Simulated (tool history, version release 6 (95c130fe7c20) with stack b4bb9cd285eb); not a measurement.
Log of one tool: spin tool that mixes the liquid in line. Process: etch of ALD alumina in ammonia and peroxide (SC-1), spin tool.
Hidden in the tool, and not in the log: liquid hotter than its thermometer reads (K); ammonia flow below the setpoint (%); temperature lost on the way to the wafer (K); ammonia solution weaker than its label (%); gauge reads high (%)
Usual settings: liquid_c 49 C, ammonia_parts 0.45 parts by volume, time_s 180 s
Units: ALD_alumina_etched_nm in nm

run,hour,liquid_c,ammonia_parts,time_s,wafers since the last listed run,hours since the thermometer was replaced,hours since the ammonia flow meter was replaced,hours since the heated supply line was repaired,hours since the drum of ammonia solution was connected,hours since the gauge calibration,"read-back film thickness of the ALD alumina reference wafer, read on the same gauge (nm)",ALD_alumina_etched_nm
1,0,49,0.45,180,0,1469.7,371.3,1285.1,400.7,945.1,120,8.24
2,49.4,49,0.45,160,249,1519.1,420.7,1334.5,450.1,994.5,119.99,7.23
3,76.7,49,0.45,160,137,1546.4,448,1361.8,477.4,1021.8,120.04,7.29
4,137.5,49,0.45,160,306,1607.2,508.8,1422.6,538.2,1082.6,119.99,7.29
5,273.6,49,0.45,180,687,1743.3,644.9,1558.7,674.3,1218.7,120.03,8.29
6,318.5,49,0.45,180,226,1788.2,689.8,1603.6,719.2,1263.6,120.01,8.25
# hour 371.2: gauge calibrated
7,378.8,56.5,0.45,180,304,1848.5,750.1,1663.9,779.5,7.6,120,12.42
# hour 398.6: new drum of ammonia solution connected
8,444.3,56.5,0.45,180,325,1914,815.6,1729.4,45.7,73.1,120,12.42
9,513,49,0.45,180,346,1982.7,884.3,1798.1,114.4,141.8,120.03,8.4
# hour 551.9: heated supply line repaired
10,583.2,49,0.45,180,349,2052.9,954.5,31.3,184.6,212,120.03,8.27
11,609,49,0.45,180,130,2078.7,980.3,57.1,210.4,237.8,119.98,8.46
# hour 626: ammonia flow meter replaced
# hour 643: thermometer replaced
12,647.5,52,0.6,255,184,4.5,21.5,95.6,248.9,276.3,120.05,15.13
13,705,41.5,0.35,180,290,62,79,153.1,306.4,333.8,120,5.76
14,757.2,52.5,0.35,135,263,114.2,131.2,205.3,358.6,386,120,7.98
15,804.8,56.5,0.65,95,240,161.8,178.8,252.9,406.2,433.6,119.99,7.35
16,865,49,0.45,180,303,222,239,313.1,466.4,493.8,120.01,8.94

Run 17 comes next. What will it give?
# hour 894.4: thermometer replaced, repeated, since the last time left the tool worse
17,925.9,40,0.5,145,302,31.5,299.9,374,527.3,554.7,?,?

Run 17 gave read-back film thickness of the ALD alumina reference wafer, read on the same gauge (nm) 119.99, ALD_alumina_etched_nm 3.68 nm.
Without the tool's hidden state the same run would have given ALD_alumina_etched_nm 3.67 nm.
